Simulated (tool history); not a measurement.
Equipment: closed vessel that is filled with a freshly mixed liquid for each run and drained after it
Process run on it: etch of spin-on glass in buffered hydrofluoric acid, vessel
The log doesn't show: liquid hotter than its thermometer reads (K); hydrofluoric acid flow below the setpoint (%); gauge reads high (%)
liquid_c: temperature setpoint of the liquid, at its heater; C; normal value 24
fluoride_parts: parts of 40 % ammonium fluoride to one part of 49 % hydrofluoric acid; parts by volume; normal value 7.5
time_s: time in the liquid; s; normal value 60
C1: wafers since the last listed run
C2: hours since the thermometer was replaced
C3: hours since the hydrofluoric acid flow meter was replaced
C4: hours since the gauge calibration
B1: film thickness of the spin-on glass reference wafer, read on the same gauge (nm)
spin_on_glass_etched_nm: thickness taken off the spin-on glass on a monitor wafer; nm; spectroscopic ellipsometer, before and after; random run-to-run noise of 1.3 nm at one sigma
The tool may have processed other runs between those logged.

run 1 hour=0 | liquid_c=24 fluoride_parts=7.5 time_s=60 | C1=0 C2=272.9 C3=2446.3 C4=646.7 | B1=129.98 | spin_on_glass_etched_nm=128.36
run 2 hour=31.8 | liquid_c=24 fluoride_parts=7.5 time_s=60 | C1=4342 C2=304.7 C3=2478.1 C4=678.5 | B1=130 | spin_on_glass_etched_nm=127.83
run 3 hour=91.8 | liquid_c=24 fluoride_parts=7.5 time_s=60 | C1=8192 C2=364.7 C3=2538.1 C4=738.5 | B1=130 | spin_on_glass_etched_nm=127.86
run 4 hour=124.6 | liquid_c=22.5 fluoride_parts=6.5 time_s=60 | C1=4478 C2=397.5 C3=2570.9 C4=771.3 | B1=129.99 | spin_on_glass_etched_nm=136.19
run 5 hour=188.2 | liquid_c=22.5 fluoride_parts=6.5 time_s=60 | C1=8684 C2=461.1 C3=2634.5 C4=834.9 | B1=130.01 | spin_on_glass_etched_nm=138.57
run 6 hour=221.7 | liquid_c=24 fluoride_parts=7.5 time_s=60 | C1=4574 C2=494.6 C3=2668 C4=868.4 | B1=130.01 | spin_on_glass_etched_nm=126.15
run 7 hour=285.7 | liquid_c=21 fluoride_parts=6 time_s=60 | C1=8739 C2=558.6 C3=2732 C4=932.4 | B1=130.02 | spin_on_glass_etched_nm=134.52
run 8 hour=343.4 | liquid_c=21 fluoride_parts=6 time_s=60 | C1=7878 C2=616.3 C3=2789.7 C4=990.1 | B1=130.01 | spin_on_glass_etched_nm=134.88
-- hour=357.5 hydrofluoric acid flow meter replaced
run 9 hour=377.4 | liquid_c=24 fluoride_parts=7.5 time_s=60 | C1=4506 C2=650.3 C3=19.9 C4=1024.1 | B1=130.01 | spin_on_glass_etched_nm=141.18
run 10 hour=419 | liquid_c=24 fluoride_parts=7.5 time_s=60 | C1=5680 C2=691.9 C3=61.5 C4=1065.7 | B1=129.98 | spin_on_glass_etched_nm=137.64
run 11 hour=469.9 | liquid_c=24 fluoride_parts=7.5 time_s=60 | C1=6950 C2=742.8 C3=112.4 C4=1116.6 | B1=130.03 | spin_on_glass_etched_nm=139.66
run 12 hour=524.9 | liquid_c=24 fluoride_parts=8.5 time_s=40 | C1=7510 C2=797.8 C3=167.4 C4=1171.6 | B1=129.97 | spin_on_glass_etched_nm=81.2
run 13 hour=582.7 | liquid_c=27 fluoride_parts=7.5 time_s=85 | C1=7892 C2=855.6 C3=225.2 C4=1229.4 | B1=129.99 | spin_on_glass_etched_nm=231.23
run 14 hour=649.2 | liquid_c=20.5 fluoride_parts=7.5 time_s=90 | C1=9080 C2=922.1 C3=291.7 C4=1295.9 | B1=129.99 | spin_on_glass_etched_nm=171.89
run 15 hour=720.2 | liquid_c=27 fluoride_parts=7.5 time_s=35 | C1=9694 C2=993.1 C3=362.7 C4=1366.9 | B1=130 | spin_on_glass_etched_nm=94.55
run 16 hour=747.8 | liquid_c=24 fluoride_parts=5 time_s=60 | C1=3768 C2=1020.7 C3=390.3 C4=1394.5 | B1=130 | spin_on_glass_etched_nm=198.07
run 17 hour=782.7 | liquid_c=24 fluoride_parts=7.5 time_s=80 | C1=4765 C2=1055.6 C3=425.2 C4=1429.4 | B1=130 | spin_on_glass_etched_nm=183.65
run 18 hour=814.1 | liquid_c=24 fluoride_parts=7.5 time_s=60 | C1=4287 C2=1087 C3=456.6 C4=1460.8 | B1=130.02 | spin_on_glass_etched_nm=139.7
run 19 hour=880.3 | liquid_c=26.5 fluoride_parts=7.5 time_s=60 | C1=9039 C2=1153.2 C3=522.8 C4=1527 | B1=129.99 | spin_on_glass_etched_nm=160.69
run 20 hour=923.7 | liquid_c=24 fluoride_parts=7.5 time_s=45 | C1=5926 C2=1196.6 C3=566.2 C4=1570.4 | B1=129.99 | spin_on_glass_etched_nm=103.26
run 21 hour=990.5 | liquid_c=24 fluoride_parts=7.5 time_s=60 | C1=9121 C2=1263.4 C3=633 C4=1637.2 | B1=129.99 | spin_on_glass_etched_nm=137.21
run 22 hour=1060.3 | liquid_c=27 fluoride_parts=7.5 time_s=85 | C1=9531 C2=1333.2 C3=702.8 C4=1707 | B1=130.01 | spin_on_glass_etched_nm=231.82
-- hour=1071.8 thermometer replaced
run 23 hour=1103.8 | liquid_c=28.5 fluoride_parts=6.5 time_s=30 | C1=5803 C2=32 C3=746.3 C4=1750.5 | B1=129.98 | spin_on_glass_etched_nm=100.63
run 24 hour=1173.2 | liquid_c=22 fluoride_parts=7.5 time_s=70 | C1=9476 C2=101.4 C3=815.7 C4=1819.9 | B1=130.02 | spin_on_glass_etched_nm=141.15
-- hour=1277.8 gauge calibrated
run 25 hour=1322.8 | liquid_c=26.5 fluoride_parts=10 time_s=85 | C1=20427 C2=251 C3=965.3 C4=45 | B1=130 | spin_on_glass_etched_nm=170.12
run 26 hour=1380.9 | liquid_c=24 fluoride_parts=7.5 time_s=60 | C1=7933 C2=309.1 C3=1023.4 C4=103.1 | B1=129.99 | spin_on_glass_etched_nm=135.46
run 27 hour=1439 | liquid_c=28.5 fluoride_parts=7.5 time_s=60 | C1=7933 C2=367.2 C3=1081.5 C4=161.2 | B1=129.98 | spin_on_glass_etched_nm=171.48
run 28 hour=1508.9 | liquid_c=28.5 fluoride_parts=10 time_s=80 | C1=9544 C2=437.1 C3=1151.4 C4=231.1 | B1=130 | spin_on_glass_etched_nm=173.23
run 29 hour=1541.1 | liquid_c=24 fluoride_parts=9.5 time_s=60 | C1=4396 C2=469.3 C3=1183.6 C4=263.3 | B1=130.02 | spin_on_glass_etched_nm=108.53
run 30 hour=1605.7 | liquid_c=20 fluoride_parts=6.5 time_s=95 | C1=8820 C2=533.9 C3=1248.2 C4=327.9 | B1=130.01 | spin_on_glass_etched_nm=198.66
run 31 hour=1632.6 | liquid_c=24 fluoride_parts=7.5 time_s=60 | C1=3673 C2=560.8 C3=1275.1 C4=354.8 | B1=129.98 | spin_on_glass_etched_nm=131.86
run 32 hour=1692.6 | liquid_c=24 fluoride_parts=7.5 time_s=60 | C1=8192 C2=620.8 C3=1335.1 C4=414.8 | B1=130.03 | spin_on_glass_etched_nm=133.24
run 33 hour=1732.6 | liquid_c=21 fluoride_parts=6.5 time_s=60 | C1=5461 C2=660.8 C3=1375.1 C4=454.8 | B1=130.03 | spin_on_glass_etched_nm=129.95
run 34 hour=1773.5 | liquid_c=24 fluoride_parts=7.5 time_s=60 | C1=5584 C2=701.7 C3=1416 C4=495.7 | B1=129.99 | spin_on_glass_etched_nm=132.7

Alternative continuations, all from the tool just after run 34; predict every row:
run A hour=1774.2 | liquid_c=24 fluoride_parts=7.5 time_s=70 | C1=95 C2=702.4 C3=1416.7 C4=496.4 | B1=? | spin_on_glass_etched_nm=?
run B hour=1774.2 | liquid_c=24 fluoride_parts=7.5 time_s=30 | C1=95 C2=702.4 C3=1416.7 C4=496.4 | B1=? | spin_on_glass_etched_nm=?
run C hour=1774.2 | liquid_c=26.5 fluoride_parts=8.5 time_s=60 | C1=95 C2=702.4 C3=1416.7 C4=496.4 | B1=? | spin_on_glass_etched_nm=?

run=A B1=130.03 spin_on_glass_etched_nm=153.34
run=B B1=130.03 spin_on_glass_etched_nm=65.72
run=C B1=130.03 spin_on_glass_etched_nm=132.21
With the hidden condition removed and each run's random variation left untouched, the same runs would have given:
run=A spin_on_glass_etched_nm=165.65
run=B spin_on_glass_etched_nm=70.99
run=C spin_on_glass_etched_nm=141.93
